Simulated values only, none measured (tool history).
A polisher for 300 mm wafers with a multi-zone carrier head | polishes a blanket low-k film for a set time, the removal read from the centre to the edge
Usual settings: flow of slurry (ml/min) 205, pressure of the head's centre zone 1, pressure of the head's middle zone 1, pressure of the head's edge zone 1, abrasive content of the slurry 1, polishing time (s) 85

run,day,flow of slurry (ml/min),pressure of the head's centre zone,pressure of the head's middle zone,pressure of the head's edge zone,abrasive content of the slurry,polishing time (s),"incoming thickness of the incoming film, nm",film removed at the wafer's centre (Å),film removed at mid-radius (Å),film removed at the wafer's edge (Å)
1,0,205,1,1,1,1,85,773,306,324,304
2,2.438,205,1,0.95,1,1,100,772.5,361,352,359
# day 4.571: worn pad replaced by a new one
3,6.992,205,1,1.1,0.89,1,85,767.2,306,335,288
4,8.592,205,1,1,1,1,85,776.1,303,307,305
# day 13.846: edge zone pressure recalibrated
5,14.175,205,1,1,0.88,1,85,774.9,300,308,283
6,16.588,205,1,1,1.11,1,114,782.1,397,405,426
7,19.058,205,1,1.06,1,1,85,788.6,299,319,298
8,21.558,205,1,1,1,1.15,85,780.9,311,314,313
# day 21.854: slurry nozzle cleaned
# day 22.954: worn pad replaced by a new one
9,24.225,205,1,1,0.95,1,85,772.7,322,322,307
10,26.067,170,1,1,0.9,1,85,778,301,312,292
11,27.517,205,1,1,0.94,1.3,85,781.3,343,350,334
12,28.846,205,1.12,1,1,1,85,788,354,326,314
13,31.496,205,1,1,1,1.1,106,785.7,421,410,401
14,36.275,205,1,1,1,1,85,778.9,316,318,309
15,38.329,205,1.1,1,1,1,103,769.5,411,379,373
# day 39.875: worn pad replaced by a new one
16,39.896,205,1,1.03,1,0.7,85,772.7,272,283,269
# day 40.312: edge zone pressure recalibrated
# day 41.396: carrier head's membrane replaced by a new one
17,41.533,185,1,1,1.09,1.3,114,772.3,454,450,459
18,44.079,230,1,1,1,1,93,790.6,350,353,340
19,45.296,205,1,1,1,1,85,776.1,315,305,305
20,46.617,205,1,1,1,1,85,783.5,314,315,297
21,49.096,205,1,0.93,1,1.2,85,782.5,341,300,320
22,52.054,165,1,1,1,1,85,773.5,287,286,292
23,53.638,205,1,1,1,1,85,784.2,306,298,298

3 ways to go on from here, each from the tool as it stands after run 23. What would each give?
A,53.654,205,1,1,1.04,1,85,792.3,?,?,?
B,53.654,270,1.05,1,1,0.9,85,792.3,?,?,?
C,53.654,205,1,1.06,0.97,1,85,792.3,?,?,?

run,film removed at the wafer's centre (Å),film removed at mid-radius (Å),film removed at the wafer's edge (Å)
A,315,300,303
B,337,303,297
C,316,315,293
Without the tool's hidden state the same runs would have given:
run,film removed at the wafer's centre (Å),film removed at mid-radius (Å),film removed at the wafer's edge (Å)
A,326,326,322
B,342,324,312
C,326,343,311

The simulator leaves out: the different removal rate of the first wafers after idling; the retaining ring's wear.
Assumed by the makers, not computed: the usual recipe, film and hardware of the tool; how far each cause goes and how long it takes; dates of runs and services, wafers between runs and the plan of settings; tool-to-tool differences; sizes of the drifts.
